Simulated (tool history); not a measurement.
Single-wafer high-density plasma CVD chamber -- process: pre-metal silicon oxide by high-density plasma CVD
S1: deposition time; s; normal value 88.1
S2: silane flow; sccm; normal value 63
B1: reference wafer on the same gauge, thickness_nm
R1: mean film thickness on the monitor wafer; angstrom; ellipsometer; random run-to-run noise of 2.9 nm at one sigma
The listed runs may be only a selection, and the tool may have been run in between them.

Run 1, hour 0: usual settings; B1 565.682. Result: R1 5658.36 angstrom.
Run 2, hour 14.5: usual settings; B1 565.485. Result: R1 5705.7 angstrom.
Run 3, hour 29.5: usual settings; B1 565.78. Result: R1 5704.69 angstrom.
Run 4, hour 38.3: usual settings; B1 565.379. Result: R1 5717.26 angstrom.
Run 5, hour 53: usual settings; B1 564.965. Result: R1 5731.17 angstrom.
Run 6, hour 64.5: usual settings but S2 69 sccm; B1 565.184. Result: R1 6267.34 angstrom.
Run 7, hour 82.2: usual settings but S2 69 sccm; B1 566.092. Result: R1 6201.31 angstrom.
Run 8, hour 96.8: usual settings but S2 69 sccm; B1 564.014. Result: R1 6213.13 angstrom.
Run 9, hour 126.2: usual settings; B1 564.413. Result: R1 5773.59 angstrom.
At hour 134.6: silane flow controller replaced.
Run 10, hour 138.4: usual settings; B1 564.736. Result: R1 5744.02 angstrom.
Run 11, hour 148: usual settings; B1 565.505. Result: R1 5725.1 angstrom.
At hour 177.9: gauge calibrated.
Run 12, hour 189.7: usual settings but S1 76 s, S2 73 sccm; B1 564.583. Result: R1 5672.15 angstrom.
Run 13, hour 205: usual settings but S1 76.9 s; B1 564.486. Result: R1 5002.84 angstrom.
Run 14, hour 222.1: usual settings but S1 104.3 s; B1 565.203. Result: R1 6777.4 angstrom.
Run 15, hour 235.1: usual settings but S2 54 sccm; B1 564.693. Result: R1 4951.72 angstrom.
Run 16, hour 243.1: usual settings; B1 565.838. Result: R1 5734.91 angstrom.
Run 17, hour 251.5: usual settings but S1 100.4 s, S2 68 sccm; B1 564.272. Result: R1 7027.41 angstrom.
Run 18, hour 261.9: usual settings but S1 101.7 s; B1 564.457. Result: R1 6615.71 angstrom.
Run 19, hour 272.5: usual settings but S1 101 s, S2 72 sccm; B1 565.318. Result: R1 7474.83 angstrom.
Run 20, hour 284.4: usual settings but S1 80.2 s, S2 58 sccm; B1 565.727. Result: R1 4819.6 angstrom.
Run 21, hour 294.6: usual settings; B1 565.48. Result: R1 5731.28 angstrom.
Run 22, hour 301: usual settings; B1 565.764. Result: R1 5798.78 angstrom.

Here are 5 independent what-if runs from the current tool condition. What would each one return?
Run A, hour 301.4: usual settings; B1 ?. Result: R1 ?.
Run B, hour 301.4: usual settings but S1 100 s; B1 ?. Result: R1 ?.
Run C, hour 301.4: usual settings but S1 71.5 s, S2 66 sccm; B1 ?. Result: R1 ?.
Run D, hour 301.4: usual settings but S2 59 sccm; B1 ?. Result: R1 ?.
Run E, hour 301.4: usual settings but S1 98.2 s, S2 57 sccm; B1 ?. Result: R1 ?.

run       B1       R1
  A  566.268  5750.17
  B  566.268  6526.87
  C  566.268  4879.03
  D  566.268  5401.34
  E  566.268  5826.16
Without the tool's unlogged condition, the same runs would have read:
run       R1
  A  5750.17
  B  6526.87
  C  4879.03
  D  5401.34
  E  5826.16

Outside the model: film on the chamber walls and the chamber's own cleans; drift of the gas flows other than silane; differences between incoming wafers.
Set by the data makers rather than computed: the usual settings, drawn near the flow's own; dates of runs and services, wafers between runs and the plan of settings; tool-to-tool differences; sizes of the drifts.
